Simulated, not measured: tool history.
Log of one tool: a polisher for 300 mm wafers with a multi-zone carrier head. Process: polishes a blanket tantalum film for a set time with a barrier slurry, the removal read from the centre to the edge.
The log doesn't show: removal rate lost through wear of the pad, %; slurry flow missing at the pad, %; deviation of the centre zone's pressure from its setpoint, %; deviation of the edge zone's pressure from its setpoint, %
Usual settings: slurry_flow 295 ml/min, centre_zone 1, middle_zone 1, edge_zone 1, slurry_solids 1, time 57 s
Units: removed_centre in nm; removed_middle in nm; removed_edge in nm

run,hour,slurry_flow,centre_zone,middle_zone,edge_zone,slurry_solids,time,wafers since the last listed run,wafers polished on this pad,hours since the slurry nozzle was cleaned,hours since the centre zone pressure was calibrated,hours since the edge zone pressure was calibrated,hours since the carrier head's membrane was replaced,"incoming thickness of the incoming film, nm",removed_centre,removed_middle,removed_edge
1,0,295,1,1,1,1,57,0,815,9.3,1210.9,478.4,1292.2,197.6,80.9,74.2,74.6
2,73.5,295,1,1,1,1,57,881,1697,82.8,1284.4,551.9,1365.7,197.2,84.8,73.9,72.8
# hour 86.4: centre zone pressure recalibrated
3,149.1,295,1,1,1,1,57,883,2580,158.4,62.7,627.5,1441.3,203,70.8,73.7,72
4,201.3,295,1,1,1,1,57,626,3206,210.6,114.9,679.7,1493.5,198,69.4,71.1,71.1
# hour 280: worn pad replaced by a new one
5,280.3,295,1.07,1,1,1,57,899,3,289.6,193.9,758.7,1572.5,196.2,77.5,74.2,73.2
# hour 337.1: slurry nozzle cleaned
6,370.1,295,1.07,1,1,1,57,1065,1069,33,283.7,848.5,1662.3,198.7,76.6,74.3,73.1
7,465.1,295,1,1.03,1,1,57,1139,2209,128,378.7,943.5,1757.3,203.4,74.5,75.9,72.9
8,567,295,1,1,1,1,57,1222,3431,229.9,480.6,1045.4,1859.2,200.7,71,72,72.7
# hour 634: worn pad replaced by a new one
9,669.4,295,1,1,1,1,57,1180,424,332.3,583,1147.8,1961.6,201,73.3,74.3,72.5
# hour 678.2: slurry nozzle cleaned
# hour 686.5: edge zone pressure recalibrated
# hour 692.8: carrier head's membrane replaced by a new one
10,734.6,295,1,1,0.91,0.85,57,686,1110,56.4,648.2,48.1,41.8,198.3,69.8,68.2,66.5
11,840.3,295,1,0.88,1,1,76,1268,2378,162.1,753.9,153.8,147.5,201.9,98.5,86.5,95.5
12,928.3,295,1.06,1,1,1,65,1055,3434,250.1,841.9,241.8,235.5,200,89.9,81.3,80.1
# hour 960.1: worn pad replaced by a new one
# hour 1026.7: slurry nozzle cleaned
13,1029.4,295,1,1.05,0.96,1,57,1153,819,2.7,943,342.9,336.6,198.7,77.4,77.3,72.9
14,1101.4,215,1,1,0.9,0.85,57,863,1683,74.7,1015,414.9,408.6,200.8,70.6,67.3,65.2
# hour 1133: centre zone pressure recalibrated
15,1206.2,295,1,1,1,1,57,1233,2917,179.5,73.2,519.7,513.4,200,70,73.2,72.7
16,1266.6,295,1,1,1,1,57,724,3641,239.9,133.6,580.1,573.8,197.2,71.3,71.4,71.9
# hour 1322.2: worn pad replaced by a new one
17,1329,295,1,1,1,0.9,39,700,82,302.3,196,642.5,636.2,201.2,47.6,48.8,48.8
18,1435.3,295,1.04,1,1,1,57,1275,1357,408.6,302.3,748.8,742.5,198.8,77.4,72.9,74.7
# hour 1444.4: slurry nozzle cleaned
19,1539.4,295,1,1,1,1,57,1237,2594,95,406.4,852.9,846.6,199.6,72.8,72.9,71.7
20,1640.7,295,1,0.9,1,1,65,1215,3810,196.3,507.7,954.2,947.9,198.3,79.5,75,79.9
21,1689.3,295,1,1,0.9,1,57,583,4393,244.9,556.3,1002.8,996.5,200.9,69.3,70.7,67.2

Hidden state or all else? Some run-to-run changes of removed_centre, split into what the settings, what came in and random variation would give without the hidden state, and what is left for the hidden state (with any gauge scatter that isn't in both results):
Run 2 -> 3: centre zone pressure recalibrated. removed_centre -14 nm: hidden state -11.5, all else -2.5.
Run 10 -> 11: middle_zone 1 -> 0.88, edge_zone 0.91 -> 1, slurry_solids 0.85 -> 1, time 57 -> 76. removed_centre +28.7 nm: hidden state +0.3, all else +28.4.
Run 14 -> 15: slurry_flow 215 -> 295, edge_zone 0.9 -> 1, slurry_solids 0.85 -> 1, centre zone pressure recalibrated. removed_centre -0.6 nm: hidden state -6.7, all else +6.1.
Run 17 -> 18: centre_zone 1 -> 1.04, slurry_solids 0.9 -> 1, time 39 -> 57. removed_centre +29.8 nm: hidden state +0.1, all else +29.7.
